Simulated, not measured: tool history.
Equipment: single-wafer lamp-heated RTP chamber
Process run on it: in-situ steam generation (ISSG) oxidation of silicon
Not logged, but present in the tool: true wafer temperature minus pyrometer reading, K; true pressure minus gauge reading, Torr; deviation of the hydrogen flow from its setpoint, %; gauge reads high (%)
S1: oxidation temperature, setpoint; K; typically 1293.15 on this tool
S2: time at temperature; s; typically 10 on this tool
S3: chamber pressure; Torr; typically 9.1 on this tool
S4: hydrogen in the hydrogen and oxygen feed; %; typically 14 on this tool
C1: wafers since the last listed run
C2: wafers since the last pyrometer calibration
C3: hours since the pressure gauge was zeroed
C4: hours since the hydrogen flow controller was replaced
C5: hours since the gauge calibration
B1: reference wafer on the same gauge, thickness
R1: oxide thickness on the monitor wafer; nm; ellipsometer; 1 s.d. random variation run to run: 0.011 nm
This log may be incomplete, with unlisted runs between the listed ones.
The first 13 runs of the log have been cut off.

Run 14, hour 334.9: usual settings but S1 1285.15 K, S2 7 s; C1 266; C2 2744; C3 281.5; C4 28.5; C5 277.6; B1 4.531. Result: R1 3.326 nm.
Run 15, hour 361.8: usual settings; C1 363; C2 3108; C3 308.4; C4 55.4; C5 304.5; B1 4.530. Result: R1 4.018 nm.
Run 16, hour 392.0: usual settings but S2 11 s, S3 9.5 Torr, S4 21 %; C1 407; C2 3515; C3 338.6; C4 85.6; C5 334.7; B1 4.532. Result: R1 4.627 nm.
Run 17, hour 411.1: usual settings but S2 7 s, S4 11 %; C1 257; C2 3773; C3 357.7; C4 104.7; C5 353.8; B1 4.528. Result: R1 3.242 nm.
Run 18, hour 442.1: usual settings but S3 8.6 Torr; C1 418; C2 4192; C3 388.7; C4 135.7; C5 384.8; B1 4.531. Result: R1 4.056 nm.
At hour 474.8: pyrometer window cleaned and pyrometer calibrated.
Run 19, hour 475.3: usual settings; C1 340; C2 6; C3 421.9; C4 168.9; C5 418.0; B1 4.533. Result: R1 3.916 nm.
Run 20, hour 497.9: usual settings but S2 13 s; C1 305; C2 311; C3 444.5; C4 191.5; C5 440.6; B1 4.526. Result: R1 4.450 nm.
Run 21, hour 516.5: usual settings but S3 8.2 Torr; C1 251; C2 562; C3 463.1; C4 210.1; C5 459.2; B1 4.531. Result: R1 3.960 nm.
Run 22, hour 544.8: usual settings but S2 7 s, S3 9.8 Torr; C1 382; C2 945; C3 491.4; C4 238.4; C5 487.5; B1 4.529. Result: R1 3.314 nm.
Run 23, hour 561.2: usual settings but S1 1311.15 K, S2 7 s, S3 8.7 Torr, S4 17 %; C1 221; C2 1166; C3 507.8; C4 254.8; C5 503.9; B1 4.529. Result: R1 3.771 nm.
Run 24, hour 588.4: usual settings; C1 367; C2 1533; C3 535.0; C4 282.0; C5 531.1; B1 4.531. Result: R1 3.977 nm.
Run 25, hour 624.0: usual settings but S1 1311.15 K, S2 7 s, S3 8.7 Torr, S4 17 %; C1 480; C2 2014; C3 570.6; C4 317.6; C5 566.7; B1 4.528. Result: R1 3.793 nm.
At hour 640.8: gauge calibrated.
Run 26, hour 658.5: usual settings but S3 9.9 Torr; C1 465; C2 2480; C3 605.1; C4 352.1; C5 17.7; B1 4.530. Result: R1 3.940 nm.
Run 27, hour 671.0: usual settings but S2 8 s, S4 11 %; C1 168; C2 2649; C3 617.6; C4 364.6; C5 30.2; B1 4.528. Result: R1 3.384 nm.
Run 28, hour 688.7: usual settings; C1 239; C2 2888; C3 635.3; C4 382.3; C5 47.9; B1 4.529. Result: R1 3.984 nm.
Run 29, hour 709.1: usual settings but S3 10.2 Torr, S4 23 %; C1 275; C2 3163; C3 655.7; C4 402.7; C5 68.3; B1 4.530. Result: R1 4.410 nm.
Run 30, hour 797.0: usual settings; C1 1187; C2 4350; C3 743.6; C4 490.6; C5 156.2; B1 4.527. Result: R1 4.035 nm.
Run 31, hour 815.3: usual settings but S1 1303.15 K, S3 8.0 Torr, S4 18 %; C1 247; C2 4597; C3 761.9; C4 508.9; C5 174.5; B1 4.530. Result: R1 4.519 nm.
Run 32, hour 833.7: usual settings but S1 1277.15 K, S2 9 s, S3 8.3 Torr; C1 248; C2 4846; C3 780.3; C4 527.3; C5 192.9; B1 4.529. Result: R1 3.658 nm.

What if the next run were any one of these 3? Each begins from the tool's condition after run 32:
Run A, hour 834.1: usual settings but S4 20 %; C1 5; C2 4851; C3 780.7; C4 527.7; C5 193.3; B1 ?. Result: R1 ?.
Run B, hour 834.1: usual settings but S1 1306.15 K, S2 7 s; C1 5; C2 4851; C3 780.7; C4 527.7; C5 193.3; B1 ?. Result: R1 ?.
Run C, hour 834.1: usual settings but S2 8 s; C1 5; C2 4851; C3 780.7; C4 527.7; C5 193.3; B1 ?. Result: R1 ?.

run     B1     R1
  A  4.534  4.432
  B  4.534  3.622
  C  4.534  3.671
Had the tool no hidden state, the same runs would have come out as:
run     R1
  A  4.289
  B  3.508
  C  3.562

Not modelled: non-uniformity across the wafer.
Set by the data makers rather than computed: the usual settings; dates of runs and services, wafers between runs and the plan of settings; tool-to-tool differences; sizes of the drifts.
